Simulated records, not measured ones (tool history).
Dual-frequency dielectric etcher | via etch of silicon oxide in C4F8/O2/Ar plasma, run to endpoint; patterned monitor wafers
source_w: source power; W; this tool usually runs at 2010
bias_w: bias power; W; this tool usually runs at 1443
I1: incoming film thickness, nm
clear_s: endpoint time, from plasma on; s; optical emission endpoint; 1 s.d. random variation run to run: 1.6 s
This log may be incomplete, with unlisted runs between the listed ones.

{"run": 1, "hour": 0.0, "source_w": 2010, "bias_w": 1606, "I1": 1394.1, "clear_s": 282.6}
{"run": 2, "hour": 29.8, "source_w": 2010, "bias_w": 1606, "I1": 1383.1, "clear_s": 278.7}
{"run": 3, "hour": 48.8, "source_w": 2010, "bias_w": 1606, "I1": 1384.1, "clear_s": 278.6}
{"run": 4, "hour": 65.4, "source_w": 2010, "bias_w": 1443, "I1": 1386.5, "clear_s": 288.1}
{"run": 5, "hour": 88.6, "source_w": 2250, "bias_w": 1443, "I1": 1392.0, "clear_s": 270.9}
{"run": 6, "hour": 106.0, "source_w": 2250, "bias_w": 1443, "I1": 1382.7, "clear_s": 267.5}
{"run": 7, "hour": 123.6, "source_w": 2250, "bias_w": 1443, "I1": 1396.2, "clear_s": 271.4}
{"run": 8, "hour": 136.5, "source_w": 2010, "bias_w": 1443, "I1": 1378.9, "clear_s": 284.9}
{"run": 9, "hour": 170.6, "source_w": 2010, "bias_w": 1443, "I1": 1389.0, "clear_s": 281.1}
{"run": 10, "hour": 199.6, "source_w": 2010, "bias_w": 1443, "I1": 1372.8, "clear_s": 283.6}
{"run": 11, "hour": 230.7, "source_w": 2010, "bias_w": 1443, "I1": 1384.6, "clear_s": 282.4}
{"hour": 262.5, "done": "wet clean of the chamber"}
{"run": 12, "hour": 263.0, "source_w": 2010, "bias_w": 1443, "I1": 1375.4, "clear_s": 292.6}
{"run": 13, "hour": 283.5, "source_w": 2010, "bias_w": 1443, "I1": 1384.9, "clear_s": 290.3}
{"hour": 332.9, "done": "upper electrode replaced"}
{"run": 14, "hour": 333.4, "source_w": 2250, "bias_w": 1443, "I1": 1401.2, "clear_s": 279.2}
{"run": 15, "hour": 345.8, "source_w": 2350, "bias_w": 1166, "I1": 1383.9, "clear_s": 283.3}
{"run": 16, "hour": 376.9, "source_w": 2260, "bias_w": 1651, "I1": 1382.7, "clear_s": 260.7}
{"run": 17, "hour": 408.1, "source_w": 2500, "bias_w": 1201, "I1": 1391.1, "clear_s": 269.6}
{"run": 18, "hour": 431.3, "source_w": 2340, "bias_w": 1792, "I1": 1379.9, "clear_s": 246.2}
{"run": 19, "hour": 466.9, "source_w": 2180, "bias_w": 1443, "I1": 1390.8, "clear_s": 276.6}
{"run": 20, "hour": 483.1, "source_w": 2010, "bias_w": 1443, "I1": 1395.3, "clear_s": 291.5}
{"run": 21, "hour": 515.4, "source_w": 2010, "bias_w": 1443, "I1": 1380.3, "clear_s": 284.9}
{"run": 22, "hour": 538.2, "source_w": 2010, "bias_w": 1443, "I1": 1386.9, "clear_s": 285.7}
{"run": 23, "hour": 570.4, "source_w": 2240, "bias_w": 1622, "I1": 1397.2, "clear_s": 261.8}
{"hour": 575.3, "done": "source power generator calibrated"}
{"run": 24, "hour": 605.3, "source_w": 1780, "bias_w": 1629, "I1": 1394.0, "clear_s": 296.3}
{"run": 25, "hour": 631.3, "source_w": 1830, "bias_w": 1443, "I1": 1388.2, "clear_s": 301.5}
{"hour": 661.0, "done": "bias power generator calibrated"}
{"hour": 714.0, "done": "wet clean of the chamber"}
{"run": 26, "hour": 716.5, "source_w": 1880, "bias_w": 1219, "I1": 1388.4, "clear_s": 317.8}
{"run": 27, "hour": 731.6, "source_w": 2010, "bias_w": 1645, "I1": 1397.8, "clear_s": 285.4}
{"run": 28, "hour": 757.8, "source_w": 2270, "bias_w": 1649, "I1": 1377.5, "clear_s": 259.2}
{"run": 29, "hour": 783.8, "source_w": 2170, "bias_w": 1582, "I1": 1403.4, "clear_s": 275.8}
{"run": 30, "hour": 798.2, "source_w": 2430, "bias_w": 1570, "I1": 1397.8, "clear_s": 259.8}
{"run": 31, "hour": 814.4, "source_w": 2370, "bias_w": 1700, "I1": 1392.0, "clear_s": 253.2}
{"run": 32, "hour": 847.3, "source_w": 1710, "bias_w": 1443, "I1": 1389.6, "clear_s": 321.5}
{"run": 33, "hour": 868.8, "source_w": 2010, "bias_w": 1443, "I1": 1391.0, "clear_s": 293.3}
{"run": 34, "hour": 902.9, "source_w": 1720, "bias_w": 1443, "I1": 1390.9, "clear_s": 321.3}
{"run": 35, "hour": 915.3, "source_w": 2480, "bias_w": 1796, "I1": 1394.9, "clear_s": 242.8}

Consider 4 possible next runs. They are alternatives, not a sequence: every one starts from the tool as it was left by run 35. What does each give?
{"run": "A", "hour": 915.8, "source_w": 2010, "bias_w": 1443, "I1": 1392.6, "clear_s": "?"}
{"run": "B", "hour": 915.8, "source_w": 1530, "bias_w": 1443, "I1": 1392.6, "clear_s": "?"}
{"run": "C", "hour": 915.8, "source_w": 2140, "bias_w": 1443, "I1": 1392.6, "clear_s": "?"}
{"run": "D", "hour": 915.8, "source_w": 2450, "bias_w": 1348, "I1": 1392.6, "clear_s": "?"}

run=A clear_s=289.8
run=B clear_s=343.2
run=C clear_s=279.6
run=D clear_s=264.3
With no hidden state in the tool, these same runs would have given:
run=A clear_s=295.7
run=B clear_s=350.2
run=C clear_s=285.3
run=D clear_s=269.7
